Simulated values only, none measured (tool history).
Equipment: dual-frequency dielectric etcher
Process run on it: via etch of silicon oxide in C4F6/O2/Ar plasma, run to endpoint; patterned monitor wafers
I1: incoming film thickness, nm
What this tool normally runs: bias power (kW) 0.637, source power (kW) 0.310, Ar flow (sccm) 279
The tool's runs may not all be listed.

run 1 day=0.000 | bias_power_(kW)=0.637 source_power_(kW)=0.310 Ar_flow_(sccm)=279 | I1=128.9 | endpoint_time_(s)=28.6
run 2 day=1.467 | bias_power_(kW)=0.637 source_power_(kW)=0.310 Ar_flow_(sccm)=279 | I1=130.2 | endpoint_time_(s)=29.0
run 3 day=3.554 | bias_power_(kW)=0.637 source_power_(kW)=0.310 Ar_flow_(sccm)=279 | I1=130.4 | endpoint_time_(s)=29.4
-- day=4.633 wet clean of the chamber
run 4 day=6.100 | bias_power_(kW)=0.637 source_power_(kW)=0.310 Ar_flow_(sccm)=279 | I1=130.5 | endpoint_time_(s)=27.8
run 5 day=8.575 | bias_power_(kW)=0.637 source_power_(kW)=0.290 Ar_flow_(sccm)=279 | I1=129.6 | endpoint_time_(s)=28.7
run 6 day=11.254 | bias_power_(kW)=0.637 source_power_(kW)=0.310 Ar_flow_(sccm)=279 | I1=130.5 | endpoint_time_(s)=28.6
run 7 day=13.758 | bias_power_(kW)=0.637 source_power_(kW)=0.310 Ar_flow_(sccm)=279 | I1=129.8 | endpoint_time_(s)=28.2
run 8 day=16.217 | bias_power_(kW)=0.637 source_power_(kW)=0.310 Ar_flow_(sccm)=279 | I1=130.0 | endpoint_time_(s)=28.6
run 9 day=18.196 | bias_power_(kW)=0.637 source_power_(kW)=0.310 Ar_flow_(sccm)=279 | I1=129.9 | endpoint_time_(s)=28.8
run 10 day=19.733 | bias_power_(kW)=0.637 source_power_(kW)=0.310 Ar_flow_(sccm)=279 | I1=128.5 | endpoint_time_(s)=28.7
run 11 day=22.525 | bias_power_(kW)=0.637 source_power_(kW)=0.310 Ar_flow_(sccm)=279 | I1=130.9 | endpoint_time_(s)=29.3
run 12 day=24.696 | bias_power_(kW)=0.637 source_power_(kW)=0.310 Ar_flow_(sccm)=279 | I1=130.1 | endpoint_time_(s)=29.3
-- day=25.875 Ar flow controller replaced
-- day=26.508 wet clean of the chamber
run 13 day=27.250 | bias_power_(kW)=0.637 source_power_(kW)=0.270 Ar_flow_(sccm)=301 | I1=129.9 | endpoint_time_(s)=29.6
-- day=27.433 bias power generator calibrated
run 14 day=29.062 | bias_power_(kW)=0.527 source_power_(kW)=0.350 Ar_flow_(sccm)=251 | I1=129.1 | endpoint_time_(s)=28.8
run 15 day=31.721 | bias_power_(kW)=0.637 source_power_(kW)=0.350 Ar_flow_(sccm)=279 | I1=129.2 | endpoint_time_(s)=27.3
-- day=37.512 source power generator calibrated
-- day=39.658 upper electrode replaced
run 16 day=39.879 | bias_power_(kW)=0.637 source_power_(kW)=0.350 Ar_flow_(sccm)=241 | I1=130.0 | endpoint_time_(s)=27.3
run 17 day=42.583 | bias_power_(kW)=0.755 source_power_(kW)=0.350 Ar_flow_(sccm)=279 | I1=130.0 | endpoint_time_(s)=25.9
run 18 day=43.942 | bias_power_(kW)=0.544 source_power_(kW)=0.310 Ar_flow_(sccm)=279 | I1=130.8 | endpoint_time_(s)=31.7
run 19 day=45.121 | bias_power_(kW)=0.783 source_power_(kW)=0.270 Ar_flow_(sccm)=255 | I1=130.6 | endpoint_time_(s)=27.9
run 20 day=46.246 | bias_power_(kW)=0.698 source_power_(kW)=0.240 Ar_flow_(sccm)=225 | I1=129.5 | endpoint_time_(s)=29.7
-- day=48.675 wet clean of the chamber
run 21 day=48.696 | bias_power_(kW)=0.637 source_power_(kW)=0.310 Ar_flow_(sccm)=279 | I1=129.5 | endpoint_time_(s)=27.9
run 22 day=49.362 | bias_power_(kW)=0.736 source_power_(kW)=0.260 Ar_flow_(sccm)=279 | I1=130.7 | endpoint_time_(s)=27.9
run 23 day=51.833 | bias_power_(kW)=0.637 source_power_(kW)=0.310 Ar_flow_(sccm)=279 | I1=130.0 | endpoint_time_(s)=28.1
run 24 day=52.888 | bias_power_(kW)=0.637 source_power_(kW)=0.310 Ar_flow_(sccm)=279 | I1=130.6 | endpoint_time_(s)=28.1
run 25 day=55.546 | bias_power_(kW)=0.637 source_power_(kW)=0.350 Ar_flow_(sccm)=241 | I1=129.4 | endpoint_time_(s)=26.8
run 26 day=57.412 | bias_power_(kW)=0.692 source_power_(kW)=0.350 Ar_flow_(sccm)=227 | I1=132.1 | endpoint_time_(s)=26.1

5 options for the next run, each taken on its own from the tool as it stands now. Forecast them:
run A day=57.429 | bias_power_(kW)=0.637 source_power_(kW)=0.240 Ar_flow_(sccm)=279 | I1=130.1 | endpoint_time_(s)=?
run B day=57.429 | bias_power_(kW)=0.637 source_power_(kW)=0.310 Ar_flow_(sccm)=318 | I1=130.1 | endpoint_time_(s)=?
run C day=57.429 | bias_power_(kW)=0.637 source_power_(kW)=0.380 Ar_flow_(sccm)=255 | I1=130.1 | endpoint_time_(s)=?
run D day=57.429 | bias_power_(kW)=0.483 source_power_(kW)=0.310 Ar_flow_(sccm)=335 | I1=130.1 | endpoint_time_(s)=?
run E day=57.429 | bias_power_(kW)=0.637 source_power_(kW)=0.360 Ar_flow_(sccm)=279 | I1=130.1 | endpoint_time_(s)=?

run=A endpoint_time_(s)=31.0
run=B endpoint_time_(s)=28.9
run=C endpoint_time_(s)=26.2
run=D endpoint_time_(s)=33.1
run=E endpoint_time_(s)=27.0
Stripped of hidden state, with their random variation kept, the same runs would have yielded:
run=A endpoint_time_(s)=30.3
run=B endpoint_time_(s)=28.3
run=C endpoint_time_(s)=25.7
run=D endpoint_time_(s)=32.3
run=E endpoint_time_(s)=26.4

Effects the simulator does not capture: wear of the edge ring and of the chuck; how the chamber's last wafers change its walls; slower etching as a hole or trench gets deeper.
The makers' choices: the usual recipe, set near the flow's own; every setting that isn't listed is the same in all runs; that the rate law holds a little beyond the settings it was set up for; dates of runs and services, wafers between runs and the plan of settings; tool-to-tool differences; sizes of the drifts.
